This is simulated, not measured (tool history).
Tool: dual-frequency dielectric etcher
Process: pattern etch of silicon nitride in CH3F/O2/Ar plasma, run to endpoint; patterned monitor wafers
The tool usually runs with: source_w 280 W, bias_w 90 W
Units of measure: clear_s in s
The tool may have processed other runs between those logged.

run    hour  source_w  bias_w  incoming incoming film thickness, nm  clear_s
  1     0.0       300      97                                 35.57     51.6
  2    86.9       280      85                                 35.88     56.5
  3   177.1       280      85                                 35.54     56.0
  4   270.9       280      90                                 36.09     55.9
  5   314.2       280      90                                 35.51     55.2
      347.7  -- wet clean of the chamber
  6   352.4       280      90                                 35.73     56.3
  7   450.2       280      90                                 35.73     57.1
  8   548.9       280      90                                 35.41     57.0
  9   634.8       280      90                                 35.77     57.2
 10   729.9       300     105                                 35.67     53.2
 11   790.5       300     105                                 35.73     53.2
 12   873.6       280      90                                 35.83     57.8
      902.4  -- source power generator calibrated
 13   942.1       280      90                                 36.12     58.9
      966.8  -- wet clean of the chamber, repeated, since the last time left the tool worse
 14   991.8       280      90                                 35.91     55.6
 15  1150.3       250     105                                 35.49     54.7
 16  1257.5       230      90                                 35.49     61.0
 17  1320.5       280      90                                 35.62     55.2
 18  1384.5       280      90                                 35.75     55.5
 19  1423.1       280      90                                 35.21     55.0
 20  1523.5       350      90                                 35.83     50.5
     1576.9  -- wet clean of the chamber
 21  1598.1       230      90                                 35.49     59.8
 22  1661.0       310      77                                 35.48     53.4
 23  1761.1       280     100                                 35.64     52.2
     1802.4  -- bias power generator calibrated
     1885.9  -- upper electrode replaced
 24  1886.4       210      90                                 35.98     64.0
 25  1931.3       280      90                                 35.23     54.1
 26  2004.9       310      81                                 35.64     53.6
     2110.3  -- wet clean of the chamber
 27  2110.8       220     108                                 35.61     57.6
 28  2164.6       230      74                                 35.77     63.6
 29  2231.7       260      90                                 35.89     56.6
 30  2334.0       300      90                                 35.72     53.0
 31  2411.8       300     105                                 35.56     50.2
 32  2498.9       280      97                                 35.51     53.1
 33  2592.2       330      90                                 35.82     51.6
 34  2638.1       280      90                                 35.65     55.0

Each row is a separate what-if for the run after 34, all from the same tool condition, not one after another. Results?
  A  2638.5       280      79                                 35.74        ?
  B  2638.5       280      73                                 35.74        ?
  C  2638.5       230      68                                 35.74        ?
  D  2638.5       300      83                                 35.74        ?
  E  2638.5       250     110                                 35.74        ?

run  clear_s
  A     57.9
  B     59.2
  C     66.9
  D     55.2
  E     55.3
What these runs would have given with no unlogged condition in the tool:
run  clear_s
  A     56.6
  B     57.9
  C     65.4
  D     53.9
  E     54.1

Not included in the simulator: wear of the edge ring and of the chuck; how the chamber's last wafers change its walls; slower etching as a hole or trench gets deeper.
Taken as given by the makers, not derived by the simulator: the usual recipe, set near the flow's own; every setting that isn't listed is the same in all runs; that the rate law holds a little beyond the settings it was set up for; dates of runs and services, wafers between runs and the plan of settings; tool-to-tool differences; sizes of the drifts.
